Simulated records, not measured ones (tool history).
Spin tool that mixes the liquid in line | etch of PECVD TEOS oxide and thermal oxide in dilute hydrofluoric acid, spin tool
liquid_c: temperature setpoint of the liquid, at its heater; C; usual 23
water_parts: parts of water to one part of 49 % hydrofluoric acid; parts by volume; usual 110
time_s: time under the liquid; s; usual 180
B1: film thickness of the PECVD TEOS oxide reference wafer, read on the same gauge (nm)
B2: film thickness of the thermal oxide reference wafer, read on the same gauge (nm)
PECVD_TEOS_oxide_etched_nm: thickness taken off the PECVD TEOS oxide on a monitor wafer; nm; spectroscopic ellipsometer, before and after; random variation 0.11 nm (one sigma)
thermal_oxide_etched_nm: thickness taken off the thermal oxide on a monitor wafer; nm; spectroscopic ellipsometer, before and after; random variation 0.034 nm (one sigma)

Run 1, hour 0: usual settings; B1 69.99; B2 110.02. Result: PECVD_TEOS_oxide_etched_nm 16.67 nm, thermal_oxide_etched_nm 10.65 nm.
At hour 22.7: thermometer replaced.
Run 2, hour 30.3: usual settings; B1 69.98; B2 110.03. Result: PECVD_TEOS_oxide_etched_nm 15.08 nm, thermal_oxide_etched_nm 9.64 nm.
Run 3, hour 45.6: usual settings; B1 69.99; B2 110.02. Result: PECVD_TEOS_oxide_etched_nm 15.05 nm, thermal_oxide_etched_nm 9.69 nm.
Run 4, hour 75.1: usual settings; B1 70; B2 109.96. Result: PECVD_TEOS_oxide_etched_nm 15.31 nm, thermal_oxide_etched_nm 9.81 nm.
At hour 86.6: hydrofluoric acid flow meter replaced.
Run 5, hour 105.8: usual settings but liquid_c 20 C; B1 70; B2 110. Result: PECVD_TEOS_oxide_etched_nm 11.93 nm, thermal_oxide_etched_nm 7.72 nm.
Run 6, hour 132.7: usual settings but liquid_c 20 C; B1 70.01; B2 110. Result: PECVD_TEOS_oxide_etched_nm 12.15 nm, thermal_oxide_etched_nm 7.76 nm.
Run 7, hour 161.4: usual settings; B1 69.98; B2 110. Result: PECVD_TEOS_oxide_etched_nm 13.53 nm, thermal_oxide_etched_nm 8.72 nm.
Run 8, hour 189.6: usual settings but liquid_c 20.5 C, water_parts 150 parts by volume, time_s 140 s; B1 69.99; B2 110. Result: PECVD_TEOS_oxide_etched_nm 6.74 nm, thermal_oxide_etched_nm 4.37 nm.
Run 9, hour 202: usual settings; B1 70.02; B2 110.01. Result: PECVD_TEOS_oxide_etched_nm 13.75 nm, thermal_oxide_etched_nm 8.78 nm.
At hour 211.1: gauge calibrated.
Run 10, hour 223.8: usual settings but liquid_c 27.5 C; B1 69.98; B2 110.01. Result: PECVD_TEOS_oxide_etched_nm 16.61 nm, thermal_oxide_etched_nm 10.6 nm.
Run 11, hour 248: usual settings but liquid_c 25 C, water_parts 140 parts by volume; B1 70; B2 109.99. Result: PECVD_TEOS_oxide_etched_nm 11.33 nm, thermal_oxide_etched_nm 7.21 nm.
Run 12, hour 265.1: usual settings; B1 69.99; B2 110.02. Result: PECVD_TEOS_oxide_etched_nm 13.84 nm, thermal_oxide_etched_nm 8.87 nm.
Run 13, hour 299: usual settings; B1 70.01; B2 110.01. Result: PECVD_TEOS_oxide_etched_nm 13.93 nm, thermal_oxide_etched_nm 8.92 nm.
Run 14, hour 317.3: usual settings but liquid_c 21 C, time_s 110 s; B1 69.98; B2 109.99. Result: PECVD_TEOS_oxide_etched_nm 7.91 nm, thermal_oxide_etched_nm 5.08 nm.
Run 15, hour 344.5: usual settings but water_parts 80 parts by volume; B1 70.01; B2 110.03. Result: PECVD_TEOS_oxide_etched_nm 19.93 nm, thermal_oxide_etched_nm 12.86 nm.
Run 16, hour 358.3: usual settings but water_parts 80 parts by volume, time_s 255 s; B1 70; B2 110.01. Result: PECVD_TEOS_oxide_etched_nm 28.02 nm, thermal_oxide_etched_nm 18.16 nm.
Run 17, hour 380.1: usual settings but water_parts 70 parts by volume, time_s 280 s; B1 70; B2 109.98. Result: PECVD_TEOS_oxide_etched_nm 36.26 nm, thermal_oxide_etched_nm 23.25 nm.
Run 18, hour 402.3: usual settings but liquid_c 19 C; B1 70.01; B2 110.03. Result: PECVD_TEOS_oxide_etched_nm 12.05 nm, thermal_oxide_etched_nm 7.78 nm.
Run 19, hour 433.2: usual settings but water_parts 160 parts by volume; B1 70.03; B2 110.03. Result: PECVD_TEOS_oxide_etched_nm 9.28 nm, thermal_oxide_etched_nm 5.93 nm.
Run 20, hour 449.9: usual settings; B1 69.99; B2 109.97. Result: PECVD_TEOS_oxide_etched_nm 14.12 nm, thermal_oxide_etched_nm 9.17 nm.
Run 21, hour 468.6: usual settings but liquid_c 25.5 C; B1 70.02; B2 109.99. Result: PECVD_TEOS_oxide_etched_nm 15.78 nm, thermal_oxide_etched_nm 10.04 nm.
Run 22, hour 488.9: usual settings but liquid_c 28 C, water_parts 55 parts by volume; B1 69.99; B2 109.94. Result: PECVD_TEOS_oxide_etched_nm 37.07 nm, thermal_oxide_etched_nm 24.21 nm.
Run 23, hour 538.6: usual settings but liquid_c 20 C; B1 70.01; B2 110.01. Result: PECVD_TEOS_oxide_etched_nm 12.92 nm, thermal_oxide_etched_nm 8.22 nm.
Run 24, hour 562.1: usual settings but liquid_c 19 C, water_parts 90 parts by volume, time_s 70 s; B1 70.01; B2 110.01. Result: PECVD_TEOS_oxide_etched_nm 6.01 nm, thermal_oxide_etched_nm 3.84 nm.
Run 25, hour 594.5: usual settings but water_parts 95 parts by volume; B1 70; B2 110.01. Result: PECVD_TEOS_oxide_etched_nm 17.27 nm, thermal_oxide_etched_nm 11.05 nm.
Run 26, hour 630.2: usual settings but liquid_c 21 C, water_parts 60 parts by volume; B1 69.99; B2 109.98. Result: PECVD_TEOS_oxide_etched_nm 26.32 nm, thermal_oxide_etched_nm 16.95 nm.

4 ways to go on from here, each from the tool as it stands after run 26. What would each give?
Run A, hour 630.7: usual settings but liquid_c 21.5 C; B1 ?; B2 ?. Result: PECVD_TEOS_oxide_etched_nm ?, thermal_oxide_etched_nm ?.
Run B, hour 630.7: usual settings but liquid_c 24.5 C, water_parts 70 parts by volume, time_s 105 s; B1 ?; B2 ?. Result: PECVD_TEOS_oxide_etched_nm ?, thermal_oxide_etched_nm ?.
Run C, hour 630.7: usual settings but time_s 210 s; B1 ?; B2 ?. Result: PECVD_TEOS_oxide_etched_nm ?, thermal_oxide_etched_nm ?.
Run D, hour 630.7: usual settings but water_parts 70 parts by volume, time_s 230 s; B1 ?; B2 ?. Result: PECVD_TEOS_oxide_etched_nm ?, thermal_oxide_etched_nm ?.

run     B1      B2  PECVD_TEOS_oxide_etched_nm  thermal_oxide_etched_nm
  A  70.04  109.99                       14.06                     8.82
  B  70.04  109.99                       15.25                     9.57
  C  70.04  109.99                       17.41                    10.92
  D  70.04  109.99                       31.46                    19.73
Without the tool's hidden state the same runs would have given:
run  PECVD_TEOS_oxide_etched_nm  thermal_oxide_etched_nm
  A                       12.69                     7.96
  B                       13.78                     8.64
  C                       15.72                     9.86
  D                        28.4                    17.82
